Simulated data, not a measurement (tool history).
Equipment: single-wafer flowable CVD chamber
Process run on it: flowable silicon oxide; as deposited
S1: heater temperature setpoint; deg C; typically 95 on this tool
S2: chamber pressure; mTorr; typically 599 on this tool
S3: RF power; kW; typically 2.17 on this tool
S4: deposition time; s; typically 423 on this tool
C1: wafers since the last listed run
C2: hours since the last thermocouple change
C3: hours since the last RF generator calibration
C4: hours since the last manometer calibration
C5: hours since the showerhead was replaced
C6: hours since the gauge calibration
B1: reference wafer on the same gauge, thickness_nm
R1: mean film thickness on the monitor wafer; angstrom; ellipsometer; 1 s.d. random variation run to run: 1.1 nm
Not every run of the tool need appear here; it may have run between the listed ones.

run 1 hour=0 | S1=95 S2=648 S3=2.17 S4=484 | C1=0 C2=953 C3=1436.2 C4=3141 C5=7039.4 C6=936.1 | B1=256.188 | R1=3027.3
-- hour=22.1 showerhead replaced
run 2 hour=22.6 | S1=95 S2=599 S3=2.17 S4=423 | C1=75 C2=975.6 C3=1458.8 C4=3163.6 C5=0.5 C6=958.7 | B1=255.904 | R1=2488.68
run 3 hour=38.1 | S1=95 S2=599 S3=2.17 S4=423 | C1=80 C2=991.1 C3=1474.3 C4=3179.1 C5=16 C6=974.2 | B1=256.093 | R1=2479.45
-- hour=63.3 capacitance manometer re-zeroed and calibrated
run 4 hour=72.2 | S1=95 S2=599 S3=2.17 S4=423 | C1=135 C2=1025.2 C3=1508.4 C4=8.9 C5=50.1 C6=1008.3 | B1=255.529 | R1=2281.84
run 5 hour=94.2 | S1=95 S2=599 S3=2.17 S4=423 | C1=114 C2=1047.2 C3=1530.4 C4=30.9 C5=72.1 C6=1030.3 | B1=256.264 | R1=2257.15
run 6 hour=115.5 | S1=95 S2=599 S3=2.17 S4=423 | C1=110 C2=1068.5 C3=1551.7 C4=52.2 C5=93.4 C6=1051.6 | B1=256.202 | R1=2276.94
run 7 hour=129.3 | S1=95 S2=705 S3=1.885 S4=423 | C1=71 C2=1082.3 C3=1565.5 C4=66 C5=107.2 C6=1065.4 | B1=255.857 | R1=2627.4
run 8 hour=154.9 | S1=108 S2=698 S3=1.825 S4=343 | C1=132 C2=1107.9 C3=1591.1 C4=91.6 C5=132.8 C6=1091 | B1=255.887 | R1=1423.67
run 9 hour=170.6 | S1=95 S2=640 S3=2.17 S4=453 | C1=81 C2=1123.6 C3=1606.8 C4=107.3 C5=148.5 C6=1106.7 | B1=255.786 | R1=2611.88
run 10 hour=201.3 | S1=100 S2=671 S3=2.33 S4=452 | C1=159 C2=1154.3 C3=1637.5 C4=138 C5=179.2 C6=1137.4 | B1=256.125 | R1=2409.97
run 11 hour=233.1 | S1=103 S2=599 S3=2.17 S4=423 | C1=164 C2=1186.1 C3=1669.3 C4=169.8 C5=211 C6=1169.2 | B1=256.114 | R1=1809.09
run 12 hour=264 | S1=109 S2=599 S3=2.17 S4=423 | C1=160 C2=1217 C3=1700.2 C4=200.7 C5=241.9 C6=1200.1 | B1=255.992 | R1=1527.89
run 13 hour=293 | S1=95 S2=599 S3=2.17 S4=423 | C1=150 C2=1246 C3=1729.2 C4=229.7 C5=270.9 C6=1229.1 | B1=256.285 | R1=2322.28
run 14 hour=310.7 | S1=95 S2=599 S3=2.17 S4=345 | C1=91 C2=1263.7 C3=1746.9 C4=247.4 C5=288.6 C6=1246.8 | B1=256.344 | R1=1868.27
run 15 hour=341.3 | S1=95 S2=599 S3=2.575 S4=447 | C1=158 C2=1294.3 C3=1777.5 C4=278 C5=319.2 C6=1277.4 | B1=255.532 | R1=2510.29
run 16 hour=358.2 | S1=95 S2=599 S3=2.17 S4=423 | C1=87 C2=1311.2 C3=1794.4 C4=294.9 C5=336.1 C6=1294.3 | B1=256.091 | R1=2299.14
-- hour=385.3 thermocouple changed; heater temperature recalibrated
run 17 hour=385.8 | S1=95 S2=599 S3=2.17 S4=423 | C1=101 C2=0.5 C3=1822 C4=322.5 C5=363.7 C6=1321.9 | B1=256.045 | R1=2285.38
run 18 hour=407 | S1=95 S2=599 S3=2.17 S4=423 | C1=109 C2=21.7 C3=1843.2 C4=343.7 C5=384.9 C6=1343.1 | B1=256.214 | R1=2282.85
-- hour=418.8 RF generator calibrated
-- hour=424.2 gauge calibrated
run 19 hour=432.5 | S1=108 S2=599 S3=2.17 S4=423 | C1=90 C2=47.2 C3=13.7 C4=369.2 C5=410.4 C6=8.3 | B1=255.817 | R1=1576.11
run 20 hour=456.1 | S1=95 S2=599 S3=2.54 S4=423 | C1=122 C2=70.8 C3=37.3 C4=392.8 C5=434 C6=31.9 | B1=256.188 | R1=2367.8
run 21 hour=492.7 | S1=95 S2=532 S3=2.05 S4=423 | C1=189 C2=107.4 C3=73.9 C4=429.4 C5=470.6 C6=68.5 | B1=255.939 | R1=2032.19
run 22 hour=510.7 | S1=86 S2=599 S3=1.875 S4=423 | C1=93 C2=125.4 C3=91.9 C4=447.4 C5=488.6 C6=86.5 | B1=255.719 | R1=2896.87
run 23 hour=532.5 | S1=102 S2=599 S3=2.495 S4=342 | C1=113 C2=147.2 C3=113.7 C4=469.2 C5=510.4 C6=108.3 | B1=256.258 | R1=1544.59
run 24 hour=553.7 | S1=95 S2=599 S3=1.895 S4=423 | C1=109 C2=168.4 C3=134.9 C4=490.4 C5=531.6 C6=129.5 | B1=256.116 | R1=2259.32
run 25 hour=580 | S1=95 S2=599 S3=1.99 S4=493 | C1=136 C2=194.7 C3=161.2 C4=516.7 C5=557.9 C6=155.8 | B1=255.962 | R1=2660.99
run 26 hour=644.6 | S1=84 S2=599 S3=2.17 S4=423 | C1=335 C2=259.3 C3=225.8 C4=581.3 C5=622.5 C6=220.4 | B1=256.277 | R1=3129.36
run 27 hour=678.5 | S1=95 S2=506 S3=2.585 S4=423 | C1=175 C2=293.2 C3=259.7 C4=615.2 C5=656.4 C6=254.3 | B1=255.872 | R1=2020.61

Measured result minus the same run's result without the hidden state. Both carry the same run-to-run variation, though not necessarily the same gauge scatter:
Hidden conditions of the tool in this case: wafer temperature above the value expected at the setpoint (K); delivered RF power above the setpoint (%); true pressure above the setpoint (%); gauge reads high (%).
run=1 R1=+255.45
run=2 R1=+214.5
run=3 R1=+214.61
run=4 R1=+16.78
run=5 R1=+18
run=6 R1=+19.52
run=7 R1=+22.7
run=8 R1=+13.28
run=9 R1=+25.49
run=10 R1=+25.52
run=11 R1=+21.49
run=12 R1=+19.47
run=13 R1=+31.48
run=14 R1=+26.24
run=15 R1=+37.41
run=16 R1=+35.34
run=17 R1=+36.88
run=18 R1=+38.19
run=19 R1=+27.48
run=20 R1=+42.83
run=21 R1=+38.82
run=22 R1=+56.78
run=23 R1=+31.21
run=24 R1=+46.96
run=25 R1=+57.24
run=26 R1=+72.88
run=27 R1=+48.93
